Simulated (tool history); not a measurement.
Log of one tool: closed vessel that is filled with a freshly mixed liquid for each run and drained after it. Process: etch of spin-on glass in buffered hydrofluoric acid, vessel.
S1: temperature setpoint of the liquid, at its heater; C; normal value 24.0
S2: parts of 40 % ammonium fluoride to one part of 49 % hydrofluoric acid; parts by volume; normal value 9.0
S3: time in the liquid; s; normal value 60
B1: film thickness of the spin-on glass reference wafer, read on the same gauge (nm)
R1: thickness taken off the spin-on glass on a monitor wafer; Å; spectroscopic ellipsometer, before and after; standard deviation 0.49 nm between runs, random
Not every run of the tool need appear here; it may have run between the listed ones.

run 1 day=0.000 | S1=25.5 S2=11.0 S3=60 | B1=58.52 | R1=1069.9
run 2 day=2.162 | S1=24.0 S2=9.0 S3=60 | B1=58.42 | R1=1153.7
run 3 day=4.692 | S1=24.0 S2=11.5 S3=60 | B1=58.35 | R1=941.8
run 4 day=6.717 | S1=24.0 S2=11.5 S3=60 | B1=58.20 | R1=940.9
run 5 day=9.179 | S1=22.5 S2=9.0 S3=60 | B1=58.13 | R1=1054.0
run 6 day=11.292 | S1=22.5 S2=9.0 S3=60 | B1=58.00 | R1=1053.8
run 7 day=12.938 | S1=22.5 S2=9.0 S3=60 | B1=57.93 | R1=1058.7
run 8 day=14.271 | S1=24.0 S2=9.0 S3=60 | B1=57.90 | R1=1142.6
run 9 day=17.183 | S1=24.0 S2=9.0 S3=60 | B1=57.80 | R1=1141.9
run 10 day=19.242 | S1=24.0 S2=9.0 S3=60 | B1=57.68 | R1=1139.8
-- day=19.838 gauge calibrated
run 11 day=20.604 | S1=24.0 S2=9.0 S3=60 | B1=60.20 | R1=1184.9
run 12 day=23.079 | S1=24.0 S2=9.0 S3=50 | B1=60.07 | R1=989.0
run 13 day=24.808 | S1=24.0 S2=9.0 S3=50 | B1=60.00 | R1=990.5
run 14 day=26.012 | S1=26.0 S2=9.0 S3=60 | B1=59.93 | R1=1318.7
run 15 day=28.217 | S1=26.0 S2=9.0 S3=60 | B1=59.83 | R1=1318.1
run 16 day=30.121 | S1=26.5 S2=9.0 S3=60 | B1=59.80 | R1=1353.9
run 17 day=31.458 | S1=24.0 S2=9.0 S3=60 | B1=59.73 | R1=1176.4
-- day=31.529 hydrofluoric acid flow meter replaced
run 18 day=32.650 | S1=24.0 S2=9.0 S3=60 | B1=59.71 | R1=1190.1
run 19 day=35.079 | S1=22.0 S2=9.0 S3=60 | B1=59.56 | R1=1057.4
run 20 day=36.875 | S1=20.5 S2=6.5 S3=40 | B1=59.46 | R1=899.9
-- day=38.792 thermometer replaced
run 21 day=38.888 | S1=24.0 S2=9.0 S3=60 | B1=59.40 | R1=1169.3
run 22 day=43.629 | S1=20.5 S2=9.0 S3=50 | B1=59.21 | R1=803.9
run 23 day=44.854 | S1=20.5 S2=7.5 S3=75 | B1=59.15 | R1=1461.9
run 24 day=47.292 | S1=24.0 S2=9.0 S3=60 | B1=59.02 | R1=1167.6
run 25 day=49.254 | S1=29.0 S2=9.0 S3=60 | B1=58.98 | R1=1539.8
run 26 day=51.004 | S1=22.0 S2=9.0 S3=80 | B1=58.86 | R1=1384.5
run 27 day=52.129 | S1=21.0 S2=10.5 S3=60 | B1=58.84 | R1=884.6
run 28 day=53.212 | S1=24.0 S2=9.0 S3=60 | B1=58.74 | R1=1161.9
run 29 day=54.421 | S1=27.5 S2=7.5 S3=50 | B1=58.75 | R1=1422.3
run 30 day=55.833 | S1=22.0 S2=11.0 S3=75 | B1=58.68 | R1=1109.8
run 31 day=58.225 | S1=24.0 S2=9.0 S3=50 | B1=58.56 | R1=964.3
run 32 day=59.517 | S1=21.5 S2=11.0 S3=80 | B1=58.50 | R1=1147.6

For each run, the measured value with the value that run would have given without the tool's hidden condition subtracted. The run-to-run variation is shared by both, the gauge scatter possibly not:
The tool's hidden condition here consists of: liquid colder than its thermometer reads (K); hydrofluoric acid flow above the setpoint (%); gauge reads high (%).
run=1 R1=-27.3
run=2 R1=-31.2
run=3 R1=-27.2
run=4 R1=-28.7
run=5 R1=-34.1
run=6 R1=-35.8
run=7 R1=-37.3
run=8 R1=-41.5
run=9 R1=-43.9
run=10 R1=-45.6
run=11 R1=+3.5
run=12 R1=+1.2
run=13 R1=-0.1
run=14 R1=-1.2
run=15 R1=-3.3
run=16 R1=-5.2
run=17 R1=-5.7
run=18 R1=-6.8
run=19 R1=-7.8
run=20 R1=-7.9
run=21 R1=-12.0
run=22 R1=-11.0
run=23 R1=-21.3
run=24 R1=-19.1
run=25 R1=-27.4
run=26 R1=-26.4
run=27 R1=-17.6
run=28 R1=-24.2
run=29 R1=-30.8
run=30 R1=-25.1
run=31 R1=-23.6
run=32 R1=-29.3
